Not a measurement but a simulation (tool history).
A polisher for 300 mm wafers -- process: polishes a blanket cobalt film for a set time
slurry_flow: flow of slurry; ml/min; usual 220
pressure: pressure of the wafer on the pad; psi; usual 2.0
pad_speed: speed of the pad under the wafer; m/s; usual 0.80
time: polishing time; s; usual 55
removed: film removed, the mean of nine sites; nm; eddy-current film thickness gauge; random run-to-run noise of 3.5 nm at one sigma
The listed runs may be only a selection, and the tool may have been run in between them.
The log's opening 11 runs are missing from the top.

run	day	slurry_flow	pressure	pad_speed	time	incoming thickness of the incoming film, nm	removed
12	31.012	220	2.0	0.80	55	623.6	227.4
13	34.583	220	2.0	0.80	55	622.3	225.9
# day 35.396: head pressure recalibrated
14	37.571	220	2.0	0.80	55	616.1	232.7
15	41.579	220	2.0	0.80	55	621.2	230.3
# day 44.646: slurry nozzle cleaned
16	45.800	220	2.0	0.80	55	621.4	237.3
17	49.825	220	2.2	0.80	55	622.2	242.4
# day 52.217: worn pad replaced by a new one
18	52.908	295	2.0	0.80	61	606.7	266.6
19	54.879	220	1.4	0.80	55	622.1	181.7
# day 58.029: head pressure recalibrated
20	58.671	260	2.4	0.62	49	618.1	212.2
21	62.762	285	2.5	0.80	67	624.1	345.7
22	65.017	220	2.0	0.80	71	616.1	304.4
23	66.567	275	2.0	0.62	55	634.0	207.7
# day 68.429: slurry nozzle cleaned
24	69.708	220	2.0	0.80	55	625.7	224.2
# day 73.671: worn pad replaced by a new one
25	73.862	220	2.0	0.80	55	617.7	228.4
26	75.767	220	2.0	0.80	55	615.2	223.8
27	77.467	220	1.7	0.90	55	621.1	209.4
28	79.362	220	2.3	0.62	55	611.7	203.2
# day 79.958: head pressure recalibrated
29	83.758	280	2.6	0.94	69	620.2	411.2
30	86.792	190	2.0	1.06	42	616.3	205.6
# day 88.021: slurry nozzle cleaned
31	89.454	220	2.3	0.80	51	619.6	238.2
32	93.083	220	2.0	0.80	55	611.8	226.4
# day 93.958: worn pad replaced by a new one
33	95.292	275	2.0	0.72	55	618.8	222.1
34	99.583	185	2.0	1.04	55	630.7	249.6
# day 102.475: head pressure recalibrated
35	102.762	220	1.8	0.80	55	609.0	219.5
36	107.046	220	2.0	0.80	41	620.3	175.0

4 options for the next run, each taken on its own from the tool as it stands now. Forecast them:
A	107.062	220	2.0	0.80	55	630.7	?
B	107.062	295	1.8	1.06	55	630.7	?
C	107.062	240	2.0	0.64	48	630.7	?
D	107.062	150	2.0	0.80	55	630.7	?

run	removed
A	237.1
B	276.2
C	186.3
D	196.4
With the hidden condition removed and each run's random variation left untouched, the same runs would have given:
run	removed
A	238.9
B	278.3
C	187.7
D	197.8
